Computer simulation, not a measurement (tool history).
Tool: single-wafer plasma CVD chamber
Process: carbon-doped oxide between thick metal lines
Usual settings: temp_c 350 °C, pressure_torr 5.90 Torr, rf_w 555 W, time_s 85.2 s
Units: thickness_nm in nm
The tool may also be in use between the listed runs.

run,hour,temp_c,pressure_torr,rf_w,time_s,wafers since the last listed run,hours since the last thermocouple change,hours since the last RF generator calibration,hours since the last manometer calibration,hours since the showerhead was replaced,hours since the gauge calibration,"read-back reference wafer on the same gauge, thickness_nm",thickness_nm
1,0.0,350,5.90,475,91.8,0,2786.8,732.7,1406.9,6329.1,232.4,556.125,437.271
2,6.8,350,5.90,475,91.8,128,2793.6,739.5,1413.7,6335.9,239.2,555.868,436.680
3,23.3,350,5.90,555,85.2,310,2810.1,756.0,1430.2,6352.4,255.7,555.663,461.943
4,36.6,350,5.90,555,85.2,250,2823.4,769.3,1443.5,6365.7,269.0,556.260,461.885
5,45.6,350,5.90,555,85.2,169,2832.4,778.3,1452.5,6374.7,278.0,555.665,460.577
6,54.4,356,5.90,555,85.2,165,2841.2,787.1,1461.3,6383.5,286.8,555.756,453.750
# hour 69.1: capacitance manometer re-zeroed and calibrated
7,72.4,356,5.90,555,85.2,188,2859.2,805.1,3.3,6401.5,304.8,556.344,453.602
# hour 81.6: thermocouple changed; heater temperature recalibrated
8,118.5,356,5.90,555,85.2,717,36.9,851.2,49.4,6447.6,350.9,556.141,453.870
9,128.4,350,5.90,555,76.4,186,46.8,861.1,59.3,6457.5,360.8,556.329,412.347
10,139.7,350,5.90,555,85.2,212,58.1,872.4,70.6,6468.8,372.1,556.188,460.072
11,153.6,338,6.78,645,85.2,261,72.0,886.3,84.5,6482.7,386.0,555.817,540.209
# hour 168.9: showerhead replaced
12,169.4,350,4.91,555,95.1,146,87.8,902.1,100.3,0.5,401.8,555.976,499.886
13,182.3,350,4.96,610,102.0,242,100.7,915.0,113.2,13.4,414.7,556.036,576.083
14,189.1,356,5.90,555,85.2,128,107.5,921.8,120.0,20.2,421.5,555.973,451.043
# hour 201.8: RF generator calibrated
15,202.3,350,5.90,555,85.2,97,120.7,0.5,133.2,33.4,434.7,555.856,469.906
16,217.5,350,5.90,555,85.2,286,135.9,15.7,148.4,48.6,449.9,556.233,470.102
# hour 222.4: gauge calibrated
17,231.9,364,4.49,590,91.3,271,150.3,30.1,162.8,63.0,9.5,555.907,487.712
18,245.2,350,5.90,630,70.3,250,163.6,43.4,176.1,76.3,22.8,556.227,427.452
19,256.4,350,5.15,555,85.2,210,174.8,54.6,187.3,87.5,34.0,556.217,461.484
20,265.8,362,5.90,555,77.0,177,184.2,64.0,196.7,96.9,43.4,555.784,411.192
21,276.6,342,6.67,445,99.5,203,195.0,74.8,207.5,107.7,54.2,555.791,469.115
22,285.4,350,5.90,475,85.2,165,203.8,83.6,216.3,116.5,63.0,555.830,414.235
23,292.5,350,5.90,555,68.4,133,210.9,90.7,223.4,123.6,70.1,555.748,377.653
24,305.8,350,5.90,555,85.2,250,224.2,104.0,236.7,136.9,83.4,556.141,469.535
25,354.7,350,5.50,555,85.2,921,273.1,152.9,285.6,185.8,132.3,555.969,465.375
26,372.6,350,5.90,555,96.7,337,291.0,170.8,303.5,203.7,150.2,555.878,531.925
27,389.7,350,5.90,555,96.7,322,308.1,187.9,320.6,220.8,167.3,556.316,532.067
28,401.3,350,5.90,555,85.2,218,319.7,199.5,332.2,232.4,178.9,555.981,468.114
29,416.0,350,5.90,555,85.2,276,334.4,214.2,346.9,247.1,193.6,555.519,468.958

Forecast each of these 3 alternatives for the next run:
A,416.4,350,5.90,650,85.2,7,334.8,214.6,347.3,247.5,194.0,?,?
B,416.4,350,6.69,555,99.5,7,334.8,214.6,347.3,247.5,194.0,?,?
C,416.4,350,5.90,450,85.2,7,334.8,214.6,347.3,247.5,194.0,?,?

run,"read-back reference wafer on the same gauge, thickness_nm",thickness_nm
A,555.981,528.815
B,555.981,555.773
C,555.981,392.073
Without the tool's hidden state the same runs would have given:
run,thickness_nm
A,529.824
B,556.865
C,393.017

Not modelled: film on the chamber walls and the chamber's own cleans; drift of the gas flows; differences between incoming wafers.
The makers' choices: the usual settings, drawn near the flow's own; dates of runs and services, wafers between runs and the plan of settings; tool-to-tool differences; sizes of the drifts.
